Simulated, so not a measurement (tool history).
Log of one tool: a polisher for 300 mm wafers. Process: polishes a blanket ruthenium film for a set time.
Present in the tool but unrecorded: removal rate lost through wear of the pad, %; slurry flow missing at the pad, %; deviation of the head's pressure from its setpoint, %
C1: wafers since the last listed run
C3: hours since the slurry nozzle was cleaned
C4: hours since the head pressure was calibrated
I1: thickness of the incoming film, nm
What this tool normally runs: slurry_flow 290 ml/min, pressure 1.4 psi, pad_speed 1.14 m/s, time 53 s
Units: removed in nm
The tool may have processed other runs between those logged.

Run 1, hour 0.0: usual settings; C1 0; wafers polished on this pad 2666; C3 348.0; C4 704.4; I1 490.6. Result: removed 53.0 nm.
At hour 21.8: slurry nozzle cleaned.
Run 2, hour 70.7: usual settings; C1 735; wafers polished on this pad 3402; C3 48.9; C4 775.1; I1 491.9. Result: removed 52.7 nm.
At hour 103.8: worn pad replaced by a new one.
Run 3, hour 140.1: usual settings but pressure 1.0 psi, pad_speed 1.38 m/s; C1 689; wafers polished on this pad 383; C3 118.3; C4 844.5; I1 490.9. Result: removed 45.7 nm.
Run 4, hour 240.3: usual settings but pressure 1.0 psi, pad_speed 1.38 m/s; C1 1056; wafers polished on this pad 1439; C3 218.5; C4 944.7; I1 483.8. Result: removed 45.9 nm.
At hour 273.4: head pressure recalibrated.
Run 5, hour 343.4: usual settings; C1 1066; wafers polished on this pad 2506; C3 321.6; C4 70.0; I1 478.8. Result: removed 52.6 nm.
At hour 386.4: slurry nozzle cleaned.
At hour 434.0: worn pad replaced by a new one.
Run 6, hour 434.5: usual settings; C1 908; wafers polished on this pad 5; C3 48.1; C4 161.1; I1 497.5. Result: removed 52.7 nm.
Run 7, hour 509.2: usual settings; C1 787; wafers polished on this pad 793; C3 122.8; C4 235.8; I1 489.2. Result: removed 52.8 nm.
Run 8, hour 584.3: usual settings; C1 792; wafers polished on this pad 1585; C3 197.9; C4 310.9; I1 482.9. Result: removed 52.8 nm.
Run 9, hour 675.5: usual settings; C1 962; wafers polished on this pad 2547; C3 289.1; C4 402.1; I1 498.2. Result: removed 52.8 nm.
Run 10, hour 716.5: usual settings; C1 432; wafers polished on this pad 2979; C3 330.1; C4 443.1; I1 499.6. Result: removed 52.4 nm.
At hour 729.8: worn pad replaced by a new one.
Run 11, hour 795.3: usual settings; C1 789; wafers polished on this pad 690; C3 408.9; C4 521.9; I1 488.6. Result: removed 52.9 nm.
At hour 810.6: slurry nozzle cleaned.
Run 12, hour 902.0: usual settings; C1 1114; wafers polished on this pad 1805; C3 91.4; C4 628.6; I1 491.1. Result: removed 52.6 nm.
Run 13, hour 941.3: usual settings but slurry_flow 320 ml/min, pressure 1.0 psi, pad_speed 1.28 m/s, time 43 s; C1 414; wafers polished on this pad 2220; C3 130.7; C4 667.9; I1 493.1. Result: removed 35.6 nm.
Run 14, hour 989.0: usual settings but slurry_flow 375 ml/min, pressure 1.7 psi, time 67 s; C1 503; wafers polished on this pad 2723; C3 178.4; C4 715.6; I1 494.7. Result: removed 80.0 nm.
At hour 1027.0: head pressure recalibrated.
Run 15, hour 1039.0: usual settings but pressure 1.0 psi, pad_speed 0.98 m/s, time 58 s; C1 506; wafers polished on this pad 3229; C3 228.4; C4 12.0; I1 484.8. Result: removed 39.5 nm.
At hour 1085.0: worn pad replaced by a new one.
Run 16, hour 1102.0: usual settings but slurry_flow 215 ml/min, pressure 1.8 psi, pad_speed 1.38 m/s; C1 622; wafers polished on this pad 179; C3 291.4; C4 75.0; I1 489.3. Result: removed 73.6 nm.
Run 17, hour 1181.7: usual settings but pressure 1.6 psi; C1 840; wafers polished on this pad 1019; C3 371.1; C4 154.7; I1 491.9. Result: removed 58.9 nm.
At hour 1231.5: slurry nozzle cleaned.
Run 18, hour 1287.7: usual settings but slurry_flow 240 ml/min, pressure 1.9 psi, pad_speed 1.46 m/s, time 62 s; C1 1107; wafers polished on this pad 2127; C3 56.2; C4 260.7; I1 493.5. Result: removed 94.4 nm.

What will run 19 give?
Run 19, hour 1363.5: usual settings; C1 799; wafers polished on this pad 2927; C3 132.0; C4 336.5; I1 481.6. Result: removed ?.

Run 19 came out at removed 52.9 nm.
With no hidden state in the tool, this same run would have given removed 52.9 nm.
